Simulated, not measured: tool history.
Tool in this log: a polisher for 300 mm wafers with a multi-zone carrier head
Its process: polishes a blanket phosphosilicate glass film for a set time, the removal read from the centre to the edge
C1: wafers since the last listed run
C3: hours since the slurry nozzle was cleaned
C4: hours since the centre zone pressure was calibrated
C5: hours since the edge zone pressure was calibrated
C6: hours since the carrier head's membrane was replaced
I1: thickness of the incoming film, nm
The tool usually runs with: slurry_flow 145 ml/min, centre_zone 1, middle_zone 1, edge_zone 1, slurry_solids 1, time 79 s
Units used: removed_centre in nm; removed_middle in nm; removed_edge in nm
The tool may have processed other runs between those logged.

run 1 hour=0 | slurry_flow=170 centre_zone=1 middle_zone=1 edge_zone=1 slurry_solids=1 time=79 | C1=0 wafers_polished_on_this_pad=51 C3=819.9 C4=61.6 C5=230.9 C6=25.3 | I1=4340.3 | removed_centre=490.4 removed_middle=509.1 removed_edge=486.1
run 2 hour=70.3 | slurry_flow=145 centre_zone=1 middle_zone=1 edge_zone=0.95 slurry_solids=0.9 time=79 | C1=435 wafers_polished_on_this_pad=486 C3=890.2 C4=131.9 C5=301.2 C6=95.6 | I1=4334 | removed_centre=456.8 removed_middle=466.6 removed_edge=447
-- hour=138.3 slurry nozzle cleaned
run 3 hour=142.2 | slurry_flow=145 centre_zone=1 middle_zone=1 edge_zone=0.95 slurry_solids=0.9 time=79 | C1=438 wafers_polished_on_this_pad=925 C3=3.9 C4=203.8 C5=373.1 C6=167.5 | I1=4375.9 | removed_centre=460.3 removed_middle=464.4 removed_edge=443.9
-- hour=218.9 edge zone pressure recalibrated
run 4 hour=238.1 | slurry_flow=145 centre_zone=1 middle_zone=1 edge_zone=1 slurry_solids=1 time=79 | C1=581 wafers_polished_on_this_pad=1506 C3=99.8 C4=299.7 C5=19.2 C6=263.4 | I1=4406.4 | removed_centre=466.4 removed_middle=499.5 removed_edge=480.2
-- hour=269.2 worn pad replaced by a new one
run 5 hour=339.1 | slurry_flow=145 centre_zone=1 middle_zone=1 edge_zone=1 slurry_solids=1 time=79 | C1=600 wafers_polished_on_this_pad=432 C3=200.8 C4=400.7 C5=120.2 C6=364.4 | I1=4362.2 | removed_centre=473.8 removed_middle=487.9 removed_edge=475.9
run 6 hour=420.7 | slurry_flow=145 centre_zone=1 middle_zone=1 edge_zone=1 slurry_solids=1 time=79 | C1=504 wafers_polished_on_this_pad=937 C3=282.4 C4=482.3 C5=201.8 C6=446 | I1=4383.8 | removed_centre=472.7 removed_middle=490.4 removed_edge=485.4
-- hour=480 centre zone pressure recalibrated
-- hour=504.3 worn pad replaced by a new one
run 7 hour=515 | slurry_flow=145 centre_zone=1 middle_zone=1 edge_zone=1 slurry_solids=1 time=79 | C1=546 wafers_polished_on_this_pad=65 C3=376.7 C4=35 C5=296.1 C6=540.3 | I1=4367.7 | removed_centre=487.5 removed_middle=491.6 removed_edge=483.7
-- hour=561.6 edge zone pressure recalibrated
run 8 hour=575.5 | slurry_flow=145 centre_zone=1 middle_zone=1 edge_zone=1 slurry_solids=1 time=79 | C1=362 wafers_polished_on_this_pad=428 C3=437.2 C4=95.5 C5=13.9 C6=600.8 | I1=4457.6 | removed_centre=476.6 removed_middle=490.2 removed_edge=477.5
run 9 hour=646.8 | slurry_flow=130 centre_zone=1 middle_zone=1 edge_zone=1 slurry_solids=1 time=79 | C1=441 wafers_polished_on_this_pad=869 C3=508.5 C4=166.8 C5=85.2 C6=672.1 | I1=4463.8 | removed_centre=469.5 removed_middle=486.8 removed_edge=476.2
-- hour=732.2 worn pad replaced by a new one
run 10 hour=740.1 | slurry_flow=145 centre_zone=1 middle_zone=1 edge_zone=1 slurry_solids=1 time=79 | C1=552 wafers_polished_on_this_pad=48 C3=601.8 C4=260.1 C5=178.5 C6=765.4 | I1=4292.9 | removed_centre=478.8 removed_middle=496.9 removed_edge=479.6
run 11 hour=803.4 | slurry_flow=145 centre_zone=1 middle_zone=1.05 edge_zone=0.92 slurry_solids=1 time=79 | C1=391 wafers_polished_on_this_pad=440 C3=665.1 C4=323.4 C5=241.8 C6=828.7 | I1=4407.9 | removed_centre=475.1 removed_middle=516.5 removed_edge=468.4
-- hour=885.8 carrier head's membrane replaced by a new one
run 12 hour=889.7 | slurry_flow=145 centre_zone=1 middle_zone=1 edge_zone=1.1 slurry_solids=1 time=79 | C1=503 wafers_polished_on_this_pad=943 C3=751.4 C4=409.7 C5=328.1 C6=3.9 | I1=4378.2 | removed_centre=477.6 removed_middle=490.5 removed_edge=507.5
run 13 hour=926.3 | slurry_flow=190 centre_zone=1 middle_zone=1.09 edge_zone=1 slurry_solids=1.15 time=79 | C1=226 wafers_polished_on_this_pad=1170 C3=788 C4=446.3 C5=364.7 C6=40.5 | I1=4423.1 | removed_centre=526.7 removed_middle=582.6 removed_edge=524.5
-- hour=970.5 worn pad replaced by a new one
-- hour=1004.3 edge zone pressure recalibrated
run 14 hour=1005.6 | slurry_flow=145 centre_zone=1 middle_zone=1 edge_zone=1 slurry_solids=1 time=79 | C1=453 wafers_polished_on_this_pad=204 C3=867.3 C4=525.6 C5=1.3 C6=119.8 | I1=4367.5 | removed_centre=472.5 removed_middle=483.8 removed_edge=481.7
-- hour=1031.4 slurry nozzle cleaned
run 15 hour=1052.7 | slurry_flow=175 centre_zone=1 middle_zone=0.9 edge_zone=1 slurry_solids=1 time=105 | C1=285 wafers_polished_on_this_pad=490 C3=21.3 C4=572.7 C5=48.4 C6=166.9 | I1=4364.9 | removed_centre=653 removed_middle=610.4 removed_edge=653.8
-- hour=1083.9 centre zone pressure recalibrated
run 16 hour=1096.7 | slurry_flow=145 centre_zone=0.91 middle_zone=1.05 edge_zone=1 slurry_solids=1 time=53 | C1=259 wafers_polished_on_this_pad=750 C3=65.3 C4=12.8 C5=92.4 C6=210.9 | I1=4435.8 | removed_centre=291.7 removed_middle=345.5 removed_edge=322.2
run 17 hour=1169.2 | slurry_flow=145 centre_zone=1 middle_zone=1 edge_zone=1 slurry_solids=1 time=79 | C1=448 wafers_polished_on_this_pad=1198 C3=137.8 C4=85.3 C5=164.9 C6=283.4 | I1=4359.7 | removed_centre=471.8 removed_middle=492.6 removed_edge=484.9
run 18 hour=1229.1 | slurry_flow=165 centre_zone=1 middle_zone=1 edge_zone=0.96 slurry_solids=1.1 time=104 | C1=370 wafers_polished_on_this_pad=1569 C3=197.7 C4=145.2 C5=224.8 C6=343.3 | I1=4321.6 | removed_centre=669.7 removed_middle=698.2 removed_edge=665
-- hour=1244 worn pad replaced by a new one
run 19 hour=1315.2 | slurry_flow=145 centre_zone=0.89 middle_zone=1.08 edge_zone=1 slurry_solids=1 time=61 | C1=508 wafers_polished_on_this_pad=440 C3=283.8 C4=231.3 C5=310.9 C6=429.4 | I1=4346.1 | removed_centre=329.5 removed_middle=401.8 removed_edge=367.8

4 ways to go on from here, each from the tool as it stands after run 19. What would each give?
run A hour=1315.7 | slurry_flow=145 centre_zone=1 middle_zone=0.89 edge_zone=1 slurry_solids=1 time=79 | C1=3 wafers_polished_on_this_pad=443 C3=284.3 C4=231.8 C5=311.4 C6=429.9 | I1=4391.6 | removed_centre=? removed_middle=? removed_edge=?
run B hour=1315.7 | slurry_flow=130 centre_zone=1.09 middle_zone=1 edge_zone=1 slurry_solids=0.9 time=79 | C1=3 wafers_polished_on_this_pad=443 C3=284.3 C4=231.8 C5=311.4 C6=429.9 | I1=4391.6 | removed_centre=? removed_middle=? removed_edge=?
run C hour=1315.7 | slurry_flow=115 centre_zone=1 middle_zone=1 edge_zone=1 slurry_solids=1 time=79 | C1=3 wafers_polished_on_this_pad=443 C3=284.3 C4=231.8 C5=311.4 C6=429.9 | I1=4391.6 | removed_centre=? removed_middle=? removed_edge=?
run D hour=1315.7 | slurry_flow=145 centre_zone=1 middle_zone=1 edge_zone=1 slurry_solids=1 time=95 | C1=3 wafers_polished_on_this_pad=443 C3=284.3 C4=231.8 C5=311.4 C6=429.9 | I1=4391.6 | removed_centre=? removed_middle=? removed_edge=?

run=A removed_centre=471.7 removed_middle=437.9 removed_edge=481.7
run=B removed_centre=478.3 removed_middle=449.4 removed_edge=450.2
run=C removed_centre=451.2 removed_middle=464 removed_edge=467.6
run=D removed_centre=567.7 removed_middle=580.5 removed_edge=578.4
What these runs would have given with no unlogged condition in the tool:
run=A removed_centre=471.7 removed_middle=437.9 removed_edge=481.7
run=B removed_centre=478.3 removed_middle=449.4 removed_edge=450.2
run=C removed_centre=451.2 removed_middle=464 removed_edge=467.6
run=D removed_centre=567.7 removed_middle=580.5 removed_edge=578.4

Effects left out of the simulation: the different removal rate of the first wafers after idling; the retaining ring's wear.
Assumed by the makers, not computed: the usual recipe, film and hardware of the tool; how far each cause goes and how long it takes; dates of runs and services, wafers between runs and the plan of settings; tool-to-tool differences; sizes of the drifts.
